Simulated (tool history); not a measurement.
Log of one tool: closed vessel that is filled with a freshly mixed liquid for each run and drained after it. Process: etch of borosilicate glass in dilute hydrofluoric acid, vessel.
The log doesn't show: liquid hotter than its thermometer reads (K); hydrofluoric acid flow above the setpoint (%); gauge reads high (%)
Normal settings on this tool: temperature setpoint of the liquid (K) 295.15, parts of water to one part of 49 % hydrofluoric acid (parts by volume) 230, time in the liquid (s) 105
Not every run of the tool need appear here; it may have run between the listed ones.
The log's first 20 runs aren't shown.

run	hour	temperature setpoint of the liquid (K)	parts of water to one part of 49 % hydrofluoric acid (parts by volume)	time in the liquid (s)	wafers since the last listed run	hours since the thermometer was replaced	hours since the hydrofluoric acid flow meter was replaced	hours since the gauge calibration	read-back film thickness of the borosilicate glass reference wafer, read on the same gauge (nm)	thickness taken off the borosilicate glass on a monitor wafer (nm)
21	477.3	298.15	310	165	4661	179.2	103.6	553.9	59.99	11.18
# hour 490.1: gauge calibrated
22	494.4	296.65	170	165	2415	196.3	120.7	4.3	60.01	22.38
23	585	290.15	335	160	12797	286.9	211.3	94.9	60.03	7.46
24	598.9	295.15	175	145	1963	300.8	225.2	108.8	60.01	18.08
25	627.4	292.65	185	50	4025	329.3	253.7	137.3	60.02	5.33
26	653.2	295.15	230	105	3644	355.1	279.5	163.1	60.02	9.41
27	683.6	290.65	300	105	4293	385.5	309.9	193.5	60.02	5.75
28	712.2	291.15	200	45	4039	414.1	338.5	222.1	59.96	4.13
29	741.5	291.15	230	130	4138	443.4	367.8	251.4	59.99	10.14
30	754	295.15	230	105	1765	455.9	380.3	263.9	59.98	9.54
31	785.1	295.15	230	105	4392	487	411.4	295	59.99	9.54
32	820.9	297.15	230	155	5056	522.8	447.2	330.8	59.99	15.11
33	851.2	295.15	265	105	4279	553.1	477.5	361.1	59.99	8.05

Alternative continuations, all from the tool just after run 33; predict every row:
A	851.9	295.15	230	105	98	553.8	478.2	361.8	?	?
B	851.9	293.65	180	140	98	553.8	478.2	361.8	?	?
C	851.9	295.15	315	105	98	553.8	478.2	361.8	?	?
D	851.9	293.65	230	105	98	553.8	478.2	361.8	?	?

run	read-back film thickness of the borosilicate glass reference wafer, read on the same gauge (nm)	thickness taken off the borosilicate glass on a monitor wafer (nm)
A	59.96	9.58
B	59.96	16.21
C	59.96	6.45
D	59.96	9.06
With no hidden state in the tool, these same runs would have given:
run	thickness taken off the borosilicate glass on a monitor wafer (nm)
A	9.15
B	15.49
C	6.16
D	8.65

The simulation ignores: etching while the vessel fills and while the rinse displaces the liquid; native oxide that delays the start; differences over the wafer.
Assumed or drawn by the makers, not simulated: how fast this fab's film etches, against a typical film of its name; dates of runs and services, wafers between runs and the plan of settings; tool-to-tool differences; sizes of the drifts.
